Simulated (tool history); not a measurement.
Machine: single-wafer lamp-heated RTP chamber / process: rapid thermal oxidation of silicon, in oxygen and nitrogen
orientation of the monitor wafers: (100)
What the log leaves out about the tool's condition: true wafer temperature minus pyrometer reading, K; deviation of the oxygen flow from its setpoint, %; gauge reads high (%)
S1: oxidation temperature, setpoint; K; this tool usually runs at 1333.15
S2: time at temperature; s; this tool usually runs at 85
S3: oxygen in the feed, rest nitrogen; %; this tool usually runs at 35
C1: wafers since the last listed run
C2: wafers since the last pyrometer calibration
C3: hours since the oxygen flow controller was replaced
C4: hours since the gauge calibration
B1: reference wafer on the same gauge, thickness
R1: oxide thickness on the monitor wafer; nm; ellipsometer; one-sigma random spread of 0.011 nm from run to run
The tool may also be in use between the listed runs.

run,day,S1,S2,S3,C1,C2,C3,C4,B1,R1
1,0.000,1333.15,105,35,0,421,6597.5,333.5,7.832,8.010
# day 0.325: gauge calibrated
2,1.358,1333.15,105,35,212,633,6630.1,24.8,7.832,7.982
3,2.292,1333.15,105,35,145,779,6652.5,47.2,7.828,8.000
4,2.992,1333.15,85,35,109,888,6669.3,64.0,7.828,7.293
5,3.692,1333.15,85,35,109,997,6686.1,80.8,7.828,7.286
6,4.667,1333.15,85,35,152,1150,6709.5,104.2,7.833,7.287
7,8.504,1333.15,85,45,599,1749,6801.6,196.3,7.831,8.001
8,9.592,1333.15,85,45,169,1919,6827.7,222.4,7.830,7.990
9,10.508,1333.15,85,45,143,2062,6849.7,244.4,7.829,7.987
10,11.500,1333.15,85,17,154,2217,6873.5,268.2,7.830,5.676
11,12.338,1333.15,85,35,130,2348,6893.6,288.3,7.829,7.304
12,13.825,1333.15,85,35,232,2580,6929.3,324.0,7.822,7.321
13,14.462,1321.15,85,45,99,2680,6944.6,339.3,7.830,7.373
# day 15.104: gauge calibrated
# day 15.538: oxygen flow controller replaced
14,15.558,1361.15,110,53,119,2799,0.5,10.9,7.829,11.454
15,16.071,1359.15,97,58,80,2879,12.8,23.2,7.826,11.042
16,17.517,1304.15,115,20,225,3105,47.5,57.9,7.834,5.656
# day 18.538: pyrometer window cleaned and pyrometer calibrated
17,18.683,1333.15,127,35,130,22,75.5,85.9,7.834,8.687
18,19.275,1333.15,85,35,92,115,89.7,100.1,7.833,7.244
19,20.304,1349.15,52,35,160,275,114.4,124.8,7.838,6.494
20,21.308,1333.15,85,35,156,432,138.5,148.9,7.836,7.273
21,22.321,1311.15,46,35,158,590,162.8,173.2,7.834,4.805
22,23.438,1311.15,71,17,174,765,189.6,200.0,7.831,4.568
23,24.388,1318.15,85,50,148,913,212.4,222.8,7.824,7.478

What if the next run were any one of these 3? Each begins from the tool's condition after run 23:
A,24.404,1333.15,85,35,2,916,212.8,223.2,?,?
B,24.404,1318.15,63,17,2,916,212.8,223.2,?,?
C,24.404,1333.15,49,19,2,916,212.8,223.2,?,?

run,B1,R1
A,7.834,7.309
B,7.834,4.548
C,7.834,4.671
With no hidden state in the tool, these same runs would have given:
run,R1
A,7.252
B,4.515
C,4.636
